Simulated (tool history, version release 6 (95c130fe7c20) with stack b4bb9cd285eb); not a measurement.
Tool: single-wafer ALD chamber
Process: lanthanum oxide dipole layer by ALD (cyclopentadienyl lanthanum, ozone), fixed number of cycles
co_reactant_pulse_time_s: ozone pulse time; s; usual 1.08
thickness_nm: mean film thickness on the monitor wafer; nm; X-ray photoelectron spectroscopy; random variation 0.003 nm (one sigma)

run	hour	co_reactant_pulse_time_s	read-back reference wafer on the same gauge, thickness_nm	thickness_nm
1	0.0	1.08	0.486	0.529
2	84.5	1.08	0.485	0.525
3	134.3	1.08	0.484	0.532
4	240.5	1.08	0.485	0.530
# hour 336.4: thermocouple changed; heater temperature recalibrated
5	336.9	1.08	0.485	0.523
6	402.8	1.08	0.484	0.526
7	444.1	1.08	0.485	0.528
8	528.1	1.27	0.485	0.549
9	587.0	1.27	0.485	0.549
10	670.5	1.35	0.485	0.556
11	775.7	1.35	0.486	0.548
12	856.5	1.35	0.485	0.553
13	908.0	1.08	0.485	0.520
14	945.3	1.08	0.485	0.516
15	1035.6	0.89	0.486	0.487
16	1081.6	1.39	0.485	0.543
17	1166.0	1.51	0.485	0.556
18	1204.3	0.87	0.485	0.483
# hour 1237.0: ozone generator serviced
19	1296.9	1.31	0.485	0.531
20	1357.1	1.21	0.486	0.515
# hour 1392.0: thermocouple changed; heater temperature recalibrated
21	1431.2	0.94	0.485	0.471
22	1475.0	1.08	0.485	0.494
# hour 1525.2: gauge calibrated
23	1551.4	0.70	0.485	0.418
24	1606.7	0.73	0.485	0.426
# hour 1617.8: showerhead replaced
25	1656.1	1.40	0.484	0.533
26	1698.0	1.08	0.485	0.491
27	1759.7	1.42	0.485	0.532
28	1796.6	0.73	0.485	0.422
# hour 1822.9: ozone generator serviced, repeated, since the last time left the tool worse
29	1903.6	0.69	0.486	0.471
30	1981.8	1.37	0.485	0.562
31	2047.9	1.08	0.484	0.539
32	2146.9	1.08	0.485	0.532
33	2193.2	0.83	0.485	0.493

Some steps in thickness_nm between neighbouring runs. How much of each would the tool show without its hidden state too (settings, what came in, random variation), and how much is left for the hidden state, with any gauge scatter that isn't in both results?
The hidden state here: wafer temperature above the value expected at the setpoint (K); ozone dose above that of a generator just serviced (%); gauge reads high (%).
Run 24 -> 25: co_reactant_pulse_time_s 0.73 -> 1.40, showerhead replaced. thickness_nm +0.107 nm: hidden state +0.020, all else +0.087.
Run 27 -> 28: co_reactant_pulse_time_s 1.42 -> 0.73. thickness_nm -0.110 nm: hidden state -0.022, all else -0.088.
Run 28 -> 29: co_reactant_pulse_time_s 0.73 -> 0.69, ozone generator serviced, repeated, since the last time left the tool worse. thickness_nm +0.049 nm: hidden state +0.056, all else -0.007.
Run 29 -> 30: co_reactant_pulse_time_s 0.69 -> 1.37. thickness_nm +0.091 nm: hidden state +0.001, all else +0.090.

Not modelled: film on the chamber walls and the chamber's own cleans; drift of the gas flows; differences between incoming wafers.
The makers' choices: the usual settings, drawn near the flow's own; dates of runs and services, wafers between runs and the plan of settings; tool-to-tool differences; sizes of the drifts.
